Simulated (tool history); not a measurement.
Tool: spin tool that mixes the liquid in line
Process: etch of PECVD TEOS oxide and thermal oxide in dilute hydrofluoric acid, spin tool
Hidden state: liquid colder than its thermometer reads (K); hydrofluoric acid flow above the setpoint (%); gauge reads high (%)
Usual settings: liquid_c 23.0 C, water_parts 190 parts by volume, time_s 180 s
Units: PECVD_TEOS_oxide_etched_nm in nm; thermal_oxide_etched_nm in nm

| run | hour | liquid_c | water_parts | time_s | wafers since the last listed run | hours since the thermometer was replaced | hours since the hydrofluoric acid flow meter was replaced | hours since the gauge calibration | read-back film thickness of the PECVD TEOS oxide reference wafer, read on the same gauge (nm) | read-back film thickness of the thermal oxide reference wafer, read on the same gauge (nm) | PECVD_TEOS_oxide_etched_nm | thermal_oxide_etched_nm |
|---|---|---|---|---|---|---|---|---|---|---|---|---|
| 1 | 0.0 | 23.0 | 190 | 180 | 0 | 896.6 | 1463.5 | 96.2 | 89.34 | 59.516 | 24.22 | 3.854 |
| 2 | 32.1 | 23.0 | 190 | 180 | 307 | 928.7 | 1495.6 | 128.3 | 89.16 | 59.434 | 24.05 | 3.871 |
| 3 | 62.5 | 23.0 | 190 | 180 | 290 | 959.1 | 1526.0 | 158.7 | 89.06 | 59.354 | 23.88 | 3.838 |
| 4 | 89.4 | 23.0 | 190 | 180 | 257 | 986.0 | 1552.9 | 185.6 | 89.02 | 59.351 | 23.94 | 3.868 |
| 5 | 117.7 | 23.0 | 190 | 180 | 270 | 1014.3 | 1581.2 | 213.9 | 88.97 | 59.308 | 23.83 | 3.784 |
|  | 124.8 | thermometer replaced |
| 6 | 136.8 | 23.0 | 190 | 180 | 173 | 12.0 | 1600.3 | 233.0 | 88.89 | 59.312 | 24.03 | 3.879 |
| 7 | 149.7 | 23.0 | 190 | 180 | 123 | 24.9 | 1613.2 | 245.9 | 88.93 | 59.257 | 23.95 | 3.851 |
| 8 | 162.1 | 24.5 | 190 | 180 | 118 | 37.3 | 1625.6 | 258.3 | 88.94 | 59.282 | 25.40 | 4.073 |
| 9 | 188.5 | 27.0 | 95 | 230 | 252 | 63.7 | 1652.0 | 284.7 | 88.83 | 59.256 | 79.66 | 12.896 |
|  | 209.6 | gauge calibrated |
| 10 | 211.3 | 23.0 | 190 | 245 | 218 | 86.5 | 1674.8 | 1.7 | 90.17 | 60.101 | 33.18 | 5.256 |
|  | 224.1 | hydrofluoric acid flow meter replaced |
| 11 | 239.1 | 19.5 | 190 | 180 | 256 | 114.3 | 15.0 | 29.5 | 89.87 | 59.896 | 21.15 | 3.421 |
| 12 | 258.7 | 23.0 | 105 | 180 | 187 | 133.9 | 34.6 | 49.1 | 89.71 | 59.792 | 48.47 | 7.692 |
| 13 | 276.3 | 23.0 | 190 | 180 | 168 | 151.5 | 52.2 | 66.7 | 89.60 | 59.723 | 24.22 | 3.881 |
| 14 | 299.6 | 23.0 | 190 | 180 | 223 | 174.8 | 75.5 | 90.0 | 89.44 | 59.617 | 24.05 | 3.860 |

4 ways to go on from here, each from the tool as it stands after run 14. What would each give?
| A | 300.1 | 23.0 | 190 | 130 | 4 | 175.3 | 76.0 | 90.5 | ? | ? | ? | ? |
| B | 300.1 | 23.0 | 190 | 150 | 4 | 175.3 | 76.0 | 90.5 | ? | ? | ? | ? |
| C | 300.1 | 27.0 | 260 | 240 | 4 | 175.3 | 76.0 | 90.5 | ? | ? | ? | ? |
| D | 300.1 | 18.5 | 190 | 110 | 4 | 175.3 | 76.0 | 90.5 | ? | ? | ? | ? |

| run | read-back film thickness of the PECVD TEOS oxide reference wafer, read on the same gauge (nm) | read-back film thickness of the thermal oxide reference wafer, read on the same gauge (nm) | PECVD_TEOS_oxide_etched_nm | thermal_oxide_etched_nm |
|---|---|---|---|---|
| A | 89.48 | 59.640 | 17.43 | 2.824 |
| B | 89.48 | 59.640 | 20.11 | 3.258 |
| C | 89.48 | 59.640 | 25.20 | 4.081 |
| D | 89.48 | 59.640 | 12.40 | 2.009 |
Without the tool's hidden state the same runs would have given:
| run | PECVD_TEOS_oxide_etched_nm | thermal_oxide_etched_nm |
|---|---|---|
| A | 17.54 | 2.841 |
| B | 20.24 | 3.278 |
| C | 25.35 | 4.106 |
| D | 12.48 | 2.021 |
